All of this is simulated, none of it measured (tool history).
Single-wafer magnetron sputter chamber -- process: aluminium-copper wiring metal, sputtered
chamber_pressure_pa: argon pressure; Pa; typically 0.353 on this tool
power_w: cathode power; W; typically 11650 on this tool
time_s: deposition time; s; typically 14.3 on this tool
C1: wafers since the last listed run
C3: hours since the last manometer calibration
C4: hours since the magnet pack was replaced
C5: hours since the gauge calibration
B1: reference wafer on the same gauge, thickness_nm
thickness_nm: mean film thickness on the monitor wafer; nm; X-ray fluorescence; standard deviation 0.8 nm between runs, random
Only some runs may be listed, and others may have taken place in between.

Run 1, hour 0.0: usual settings but chamber_pressure_pa 0.269 Pa; C1 0; wafers on the sputter target 2010; C3 2045.7; C4 11283.0; C5 259.9; B1 262.510. Result: thickness_nm 311.167 nm.
Run 2, hour 31.9: usual settings but chamber_pressure_pa 0.269 Pa; C1 1050; wafers on the sputter target 3061; C3 2077.6; C4 11314.9; C5 291.8; B1 262.872. Result: thickness_nm 312.136 nm.
At hour 90.4: sputter target and shields replaced.
Run 3, hour 92.7: usual settings; C1 1739; wafers on the sputter target 75; C3 2138.4; C4 11375.7; C5 352.6; B1 263.895. Result: thickness_nm 304.725 nm.
Run 4, hour 129.1: usual settings; C1 1199; wafers on the sputter target 1274; C3 2174.8; C4 11412.1; C5 389.0; B1 264.428. Result: thickness_nm 304.486 nm.
Run 5, hour 168.6: usual settings; C1 1301; wafers on the sputter target 2575; C3 2214.3; C4 11451.6; C5 428.5; B1 265.231. Result: thickness_nm 306.350 nm.
At hour 174.0: gauge calibrated.
Run 6, hour 200.6: usual settings; C1 1054; wafers on the sputter target 3629; C3 2246.3; C4 11483.6; C5 26.6; B1 260.595. Result: thickness_nm 300.824 nm.
At hour 226.5: sputter target and shields replaced.
At hour 331.3: capacitance manometer re-zeroed and calibrated.
At hour 338.1: magnet pack replaced.
Run 7, hour 361.2: usual settings; C1 4538; wafers on the sputter target 3950; C3 29.9; C4 23.1; C5 187.2; B1 261.125. Result: thickness_nm 301.264 nm.
At hour 399.5: sputter target and shields replaced.
Run 8, hour 400.0: usual settings but chamber_pressure_pa 0.247 Pa; C1 1014; wafers on the sputter target 17; C3 68.7; C4 61.9; C5 226.0; B1 261.527. Result: thickness_nm 310.950 nm.
Run 9, hour 442.1: usual settings but chamber_pressure_pa 0.219 Pa, time_s 16.5 s; C1 1386; wafers on the sputter target 1404; C3 110.8; C4 104.0; C5 268.1; B1 262.036. Result: thickness_nm 364.769 nm.
Run 10, hour 467.6: usual settings; C1 840; wafers on the sputter target 2244; C3 136.3; C4 129.5; C5 293.6; B1 262.344. Result: thickness_nm 303.319 nm.
Run 11, hour 492.2: usual settings but power_w 14400 W; C1 810; wafers on the sputter target 3055; C3 160.9; C4 154.1; C5 318.2; B1 262.947. Result: thickness_nm 350.599 nm.
Run 12, hour 525.3: usual settings but time_s 17.0 s; C1 1090; wafers on the sputter target 4145; C3 194.0; C4 187.2; C5 351.3; B1 262.940. Result: thickness_nm 360.483 nm.
At hour 540.0: sputter target and shields replaced.
Run 13, hour 565.0: usual settings but chamber_pressure_pa 0.219 Pa, time_s 16.5 s; C1 1044; wafers on the sputter target 824; C3 233.7; C4 226.9; C5 391.0; B1 263.746. Result: thickness_nm 366.774 nm.
At hour 586.7: gauge calibrated.
Run 14, hour 597.8: usual settings but chamber_pressure_pa 0.244 Pa; C1 1080; wafers on the sputter target 1904; C3 266.5; C4 259.7; C5 11.1; B1 261.275. Result: thickness_nm 313.279 nm.
Run 15, hour 661.5: usual settings but chamber_pressure_pa 0.255 Pa, power_w 12550 W, time_s 16.1 s; C1 2098; wafers on the sputter target 4003; C3 330.2; C4 323.4; C5 74.8; B1 261.330. Result: thickness_nm 367.934 nm.
Run 16, hour 701.6: usual settings but chamber_pressure_pa 0.312 Pa, power_w 9400 W, time_s 12.0 s; C1 1321; wafers on the sputter target 5324; C3 370.3; C4 363.5; C5 114.9; B1 261.862. Result: thickness_nm 224.211 nm.
At hour 711.8: sputter target and shields replaced.
Run 17, hour 752.6: usual settings but chamber_pressure_pa 0.464 Pa, power_w 9650 W, time_s 17.1 s; C1 1416; wafers on the sputter target 1343; C3 421.3; C4 414.5; C5 165.9; B1 262.320. Result: thickness_nm 309.806 nm.

Measured minus without-hidden-state, run by run (identical run-to-run variation in each term; gauge scatter may differ):
The tool's hidden condition here consists of: deposition rate above that of a new target (%); true argon pressure above the setpoint (%); gauge reads high (%).
run  thickness_nm
  1        +1.771
  2        +2.258
  3        +3.246
  4        +3.957
  5        +4.834
  6        -0.761
  7        +0.159
  8        +0.605
  9        +1.381
 10        +1.530
 11        +2.233
 12        +2.995
 13        +3.990
 14        +0.528
 15        +0.798
 16        +0.637
 17        +1.271

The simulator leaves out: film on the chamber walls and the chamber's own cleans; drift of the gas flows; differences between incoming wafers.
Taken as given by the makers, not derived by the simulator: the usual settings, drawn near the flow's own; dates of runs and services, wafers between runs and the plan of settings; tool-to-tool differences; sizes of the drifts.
